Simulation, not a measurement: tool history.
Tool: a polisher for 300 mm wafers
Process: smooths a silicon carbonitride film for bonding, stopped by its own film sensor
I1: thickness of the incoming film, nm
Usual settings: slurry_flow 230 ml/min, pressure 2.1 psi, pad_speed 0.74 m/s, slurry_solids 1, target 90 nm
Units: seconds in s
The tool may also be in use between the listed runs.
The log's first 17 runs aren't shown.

-- hour=198.8 head pressure recalibrated
-- hour=202.6 slurry blender recalibrated
-- hour=205.3 worn pad replaced by a new one
run 18 hour=209.2 | slurry_flow=230 pressure=2.1 pad_speed=0.74 slurry_solids=1 target=90 | I1=108.9 | seconds=90.4
run 19 hour=217 | slurry_flow=230 pressure=2.1 pad_speed=0.74 slurry_solids=1 target=90 | I1=110.1 | seconds=95.2
run 20 hour=223 | slurry_flow=185 pressure=1.5 pad_speed=0.74 slurry_solids=1 target=87 | I1=108 | seconds=145.6
run 21 hour=235.1 | slurry_flow=270 pressure=2.8 pad_speed=0.74 slurry_solids=0.8 target=96 | I1=111.3 | seconds=60.1
run 22 hour=244 | slurry_flow=290 pressure=1.6 pad_speed=0.52 slurry_solids=1 target=94 | I1=109.7 | seconds=124.3
run 23 hour=255.9 | slurry_flow=230 pressure=2.1 pad_speed=0.74 slurry_solids=1 target=90 | I1=110.2 | seconds=94.8
run 24 hour=269.7 | slurry_flow=230 pressure=2.1 pad_speed=0.56 slurry_solids=1 target=90 | I1=112.4 | seconds=132.7
run 25 hour=280.8 | slurry_flow=230 pressure=1.8 pad_speed=0.74 slurry_solids=1 target=90 | I1=112.4 | seconds=123.6
run 26 hour=290.9 | slurry_flow=230 pressure=2.1 pad_speed=1 slurry_solids=0.85 target=90 | I1=111.4 | seconds=88.3
run 27 hour=304.8 | slurry_flow=230 pressure=2.1 pad_speed=0.96 slurry_solids=1 target=90 | I1=111 | seconds=81.8
run 28 hour=321.4 | slurry_flow=230 pressure=2.1 pad_speed=0.74 slurry_solids=1 target=90 | I1=112.6 | seconds=109.4
-- hour=330.6 worn pad replaced by a new one
run 29 hour=334 | slurry_flow=230 pressure=1.4 pad_speed=0.6 slurry_solids=1 target=96 | I1=110.5 | seconds=124.2
run 30 hour=340.4 | slurry_flow=230 pressure=1.6 pad_speed=0.52 slurry_solids=1.2 target=83 | I1=111.4 | seconds=213.5

4 ways to go on from here, each from the tool as it stands after run 30. What would each give?
run A hour=340.9 | slurry_flow=230 pressure=2.1 pad_speed=0.74 slurry_solids=1 target=90 | I1=109.9 | seconds=?
run B hour=340.9 | slurry_flow=255 pressure=2.5 pad_speed=0.58 slurry_solids=1 target=97 | I1=109.9 | seconds=?
run C hour=340.9 | slurry_flow=230 pressure=1.8 pad_speed=0.74 slurry_solids=0.8 target=90 | I1=109.9 | seconds=?
run D hour=340.9 | slurry_flow=310 pressure=1.5 pad_speed=0.62 slurry_solids=1.3 target=90 | I1=109.9 | seconds=?

run=A seconds=95.5
run=B seconds=62.4
run=C seconds=127
run=D seconds=131.2
Without the tool's hidden state the same runs would have given:
run=A seconds=95
run=B seconds=62.1
run=C seconds=126.4
run=D seconds=130.7

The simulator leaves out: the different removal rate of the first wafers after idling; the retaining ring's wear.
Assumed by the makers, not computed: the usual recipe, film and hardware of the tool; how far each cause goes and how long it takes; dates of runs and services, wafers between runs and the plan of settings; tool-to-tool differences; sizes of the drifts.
